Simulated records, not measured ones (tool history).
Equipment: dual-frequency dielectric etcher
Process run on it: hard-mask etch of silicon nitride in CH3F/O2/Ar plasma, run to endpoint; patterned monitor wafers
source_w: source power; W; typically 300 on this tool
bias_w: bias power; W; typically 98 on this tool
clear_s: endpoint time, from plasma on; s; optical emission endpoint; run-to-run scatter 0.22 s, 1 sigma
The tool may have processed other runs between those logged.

run,hour,source_w,bias_w,wafers since the last listed run,hours since the last wet clean,hours since the last source power generator calibration,hours since the last bias power generator calibration,hours since the last upper electrode change,"incoming incoming film thickness, nm",clear_s
1,0.0,240,107,0,267.3,2216.1,3312.2,4402.7,54.7,76.5
2,25.7,240,107,338,293.0,2241.8,3337.9,4428.4,55.1,76.5
3,53.3,240,107,363,320.6,2269.4,3365.5,4456.0,54.3,75.3
4,88.1,300,110,457,355.4,2304.2,3400.3,4490.8,54.5,66.7
5,110.4,270,98,293,377.7,2326.5,3422.6,4513.1,55.4,75.6
6,125.4,270,98,197,392.7,2341.5,3437.6,4528.1,55.1,75.1
# hour 170.4: wet clean of the chamber
7,170.9,270,98,282,0.5,2387.0,3483.1,4573.6,55.0,77.8
8,171.2,300,98,3,0.8,2387.3,3483.4,4573.9,54.3,72.7
9,189.6,300,98,242,19.2,2405.7,3501.8,4592.3,54.6,73.3
10,207.6,350,98,236,37.2,2423.7,3519.8,4610.3,54.8,68.7
11,220.6,350,98,171,50.2,2436.7,3532.8,4623.3,54.8,68.5
12,248.3,300,98,364,77.9,2464.4,3560.5,4651.0,54.9,73.3
# hour 280.5: bias power generator calibrated
13,281.0,300,79,377,110.6,2497.1,0.5,4683.7,55.0,81.8
14,311.0,300,79,394,140.6,2527.1,30.5,4713.7,54.6,81.2
15,338.7,300,98,364,168.3,2554.8,58.2,4741.4,54.2,72.0
16,368.9,330,108,397,198.5,2585.0,88.4,4771.6,54.9,66.4
17,387.1,270,83,239,216.7,2603.2,106.6,4789.8,55.3,83.7
18,416.0,300,98,380,245.6,2632.1,135.5,4818.7,54.6,71.8
19,462.5,240,78,611,292.1,2678.6,182.0,4865.2,54.5,89.1
# hour 490.5: source power generator calibrated
20,491.0,220,83,322,320.6,0.5,210.5,4893.7,54.7,89.9
# hour 539.5: upper electrode replaced
21,586.4,260,115,939,416.0,95.9,305.9,46.9,54.3,69.7
22,612.8,320,110,347,442.4,122.3,332.3,73.3,54.8,65.6
# hour 642.7: wet clean of the chamber
23,643.2,300,77,84,0.5,152.7,362.7,103.7,54.9,83.4
24,651.7,300,98,111,9.0,161.2,371.2,112.2,54.9,73.8
25,668.6,300,98,222,25.9,178.1,388.1,129.1,54.4,73.0
26,687.4,250,98,247,44.7,196.9,406.9,147.9,54.8,79.7
27,711.7,300,98,319,69.0,221.2,431.2,172.2,54.4,72.3
28,731.6,300,85,261,88.9,241.1,451.1,192.1,55.2,78.9
29,749.6,300,80,236,106.9,259.1,469.1,210.1,54.3,80.0
30,830.6,300,113,1065,187.9,340.1,550.1,291.1,54.5,67.3
31,855.1,370,98,322,212.4,364.6,574.6,315.6,55.4,67.1

A few steps of clear_s between consecutive runs. Split each: what settings, incoming material and random variation would produce without the hidden state, and what is left over for the hidden state, along with gauge scatter present in only one of the two compared results (measured, and without hidden state):
Hidden state at play: etch rate over this chamber's usual, %; source power that arrives over what is set, %; bias power that arrives over what is set, %.
Run 6 -> 7: wet clean of the chamber. clear_s +2.7 s: hidden state +2.4, all else +0.3.
Run 16 -> 17: source_w 330 -> 270, bias_w 108 -> 83. clear_s +17.3 s: hidden state -0.3, all else +17.6.
Run 18 -> 19: source_w 300 -> 240, bias_w 98 -> 78. clear_s +17.3 s: hidden state -0.5, all else +17.8.
Run 20 -> 21: source_w 220 -> 260, bias_w 83 -> 115, upper electrode replaced. clear_s -20.2 s: hidden state +0.0, all else -20.2.
Run 22 -> 23: source_w 320 -> 300, bias_w 110 -> 77, wet clean of the chamber. clear_s +17.8 s: hidden state +1.9, all else +15.9.
